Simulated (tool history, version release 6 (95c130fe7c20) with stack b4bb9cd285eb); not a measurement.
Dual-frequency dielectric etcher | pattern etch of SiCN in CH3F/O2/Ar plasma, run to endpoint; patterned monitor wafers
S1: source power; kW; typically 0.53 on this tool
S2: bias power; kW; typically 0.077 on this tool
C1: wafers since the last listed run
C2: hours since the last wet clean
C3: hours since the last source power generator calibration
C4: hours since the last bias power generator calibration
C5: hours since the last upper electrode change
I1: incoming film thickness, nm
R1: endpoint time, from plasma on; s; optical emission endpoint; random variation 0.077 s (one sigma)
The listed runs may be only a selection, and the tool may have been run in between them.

| run | day | S1 | S2 | C1 | C2 | C3 | C4 | C5 | I1 | R1 |
|---|---|---|---|---|---|---|---|---|---|---|
| 1 | 0 | 0.53 | 0.091 | 0 | 455.4 | 1991.4 | 2549.5 | 3615.7 | 10.42 | 24.4 |
|  | 1.408 | wet clean of the chamber |
| 2 | 1.429 | 0.53 | 0.091 | 182 | 0.5 | 2025.7 | 2583.8 | 3650 | 10.5 | 24.2 |
| 3 | 2.358 | 0.53 | 0.091 | 394 | 22.8 | 2048 | 2606.1 | 3672.3 | 10.53 | 24.4 |
| 4 | 5.196 | 0.53 | 0.077 | 1205 | 90.9 | 2116.1 | 2674.2 | 3740.4 | 10.5 | 25.6 |
| 5 | 10.367 | 0.53 | 0.077 | 2197 | 215 | 2240.2 | 2798.3 | 3864.5 | 10.46 | 25.7 |
| 6 | 12.296 | 0.53 | 0.077 | 819 | 261.3 | 2286.5 | 2844.6 | 3910.8 | 10.48 | 25.7 |
| 7 | 14.288 | 0.48 | 0.073 | 846 | 309.1 | 2334.3 | 2892.4 | 3958.6 | 10.49 | 27.4 |
|  | 17.692 | upper electrode replaced |
| 8 | 17.712 | 0.48 | 0.073 | 1030 | 391.3 | 2416.5 | 2974.6 | 0.5 | 10.46 | 27.5 |
|  | 18.175 | source power generator calibrated |
|  | 18.529 | bias power generator calibrated |
| 9 | 18.55 | 0.42 | 0.066 | 214 | 411.4 | 9 | 0.5 | 20.6 | 10.5 | 30.3 |
|  | 19.588 | wet clean of the chamber |
| 10 | 22.538 | 0.53 | 0.091 | 1269 | 70.8 | 104.7 | 96.2 | 116.3 | 10.5 | 24.4 |
| 11 | 24.15 | 0.41 | 0.077 | 685 | 109.5 | 143.4 | 134.9 | 155 | 10.58 | 29.3 |
| 12 | 26.038 | 0.49 | 0.077 | 802 | 154.8 | 188.7 | 180.2 | 200.3 | 10.51 | 26.7 |
| 13 | 28.708 | 0.47 | 0.092 | 1135 | 218.9 | 252.8 | 244.3 | 264.4 | 10.53 | 25.9 |
| 14 | 31.479 | 0.48 | 0.084 | 1177 | 285.4 | 319.3 | 310.8 | 330.9 | 10.52 | 26.3 |
| 15 | 33.638 | 0.45 | 0.077 | 917 | 337.2 | 371.1 | 362.6 | 382.7 | 10.62 | 28.2 |
| 16 | 35.421 | 0.53 | 0.077 | 757 | 380 | 413.9 | 405.4 | 425.5 | 10.46 | 25.8 |

Run-by-run hidden state of the tool:
source power that arrives over what is set, %: 0 at every run
bias power that arrives over what is set, %: 0 at every run
H1: etch rate over this chamber's usual, %
| run | H1 |
|---|---|
| 1 | -1.19 |
| 2 | -0.0206 |
| 3 | -0.0817 |
| 4 | -0.268 |
| 5 | -0.609 |
| 6 | -0.736 |
| 7 | -0.867 |
| 8 | -1.09 |
| 9 | -1.15 |
| 10 | -0.18 |
| 11 | -0.286 |
| 12 | -0.41 |
| 13 | -0.586 |
| 14 | -0.768 |
| 15 | -0.91 |
| 16 | -1.03 |
